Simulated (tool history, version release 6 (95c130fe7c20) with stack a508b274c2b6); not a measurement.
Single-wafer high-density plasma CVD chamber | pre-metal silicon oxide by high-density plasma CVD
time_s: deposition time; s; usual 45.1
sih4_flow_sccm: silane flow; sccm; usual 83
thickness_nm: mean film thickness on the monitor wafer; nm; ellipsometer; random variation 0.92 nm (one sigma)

run     day  time_s  sih4_flow_sccm  wafers since the last listed run  hours since the silane flow controller was replaced  hours since the gauge calibration  read-back reference wafer on the same gauge, thickness_nm  thickness_nm
  1   0.000    45.1              78                                 0                                               3734.2                               18.6                                                    367.942       335.620
  2   1.350    45.1              78                               736                                               3766.6                               51.0                                                    367.878       335.958
  3   2.196    45.1              78                               461                                               3786.9                               71.3                                                    368.016       336.061
  4   3.217    47.8              83                               557                                               3811.4                               95.8                                                    368.528       378.687
  5   4.092    47.8              83                               477                                               3832.4                              116.8                                                    367.720       377.098
  6   6.883    45.1              83                              1523                                               3899.4                              183.8                                                    368.229       356.226
  7   7.588    45.1              83                               384                                               3916.3                              200.7                                                    368.170       355.231
  8   8.592    45.1              83                               547                                               3940.4                              224.8                                                    367.999       353.253
  9  12.633    45.1              83                              2205                                               4037.4                              321.8                                                    367.816       355.965
 10  13.396    45.1              83                               416                                               4055.7                              340.1                                                    368.272       353.914
 11  14.042    49.9              95                               352                                               4071.2                              355.6                                                    368.248       450.364
 12  15.158    49.9              95                               609                                               4098.0                              382.4                                                    368.342       447.999
     15.771  -- silane flow controller replaced
 13  16.254    45.1              83                               416                                                 11.6                              408.7                                                    367.836       375.509
 14  17.633    45.1              68                               752                                                 44.7                              441.8                                                    368.189       308.160
 15  18.404    42.2              91                               420                                                 63.2                              460.3                                                    368.201       384.854
 16  19.404    49.0              83                               545                                                 87.2                              484.3                                                    368.274       408.088
 17  20.304    49.7              72                               491                                                108.8                              505.9                                                    367.746       358.228
 18  21.458    40.2              67                               629                                                136.5                              533.6                                                    368.032       270.314
 19  22.754    45.1              83                               707                                                167.6                              564.7                                                    368.002       374.246
     24.517  -- gauge calibrated
 20  25.979    52.8              94                              1759                                                245.0                               35.1                                                    368.095       497.393
 21  26.988    49.9              90                               550                                                269.2                               59.3                                                    368.376       448.041
 22  30.333    37.3              95                              1825                                                349.5                              139.6                                                    367.787       355.416
 23  31.608    38.0              76                               695                                                380.1                              170.2                                                    367.753       289.379
 24  32.188    42.2              91                               316                                                394.0                              184.1                                                    367.838       384.354

4 ways to go on from here, each from the tool as it stands after run 24. What would each give?
  A  32.204    45.1              83                                 9                                                394.4                              184.5                                                          ?             ?
  B  32.204    45.1              74                                 9                                                394.4                              184.5                                                          ?             ?
  C  32.204    45.1              79                                 9                                                394.4                              184.5                                                          ?             ?
  D  32.204    50.3              89                                 9                                                394.4                              184.5                                                          ?             ?

run  read-back reference wafer on the same gauge, thickness_nm  thickness_nm
  A                                                    367.813       374.211
  B                                                    367.813       333.634
  C                                                    367.813       356.177
  D                                                    367.813       447.528
Without the tool's hidden state the same runs would have given:
run  thickness_nm
  A       375.406
  B       334.699
  C       357.314
  D       448.957
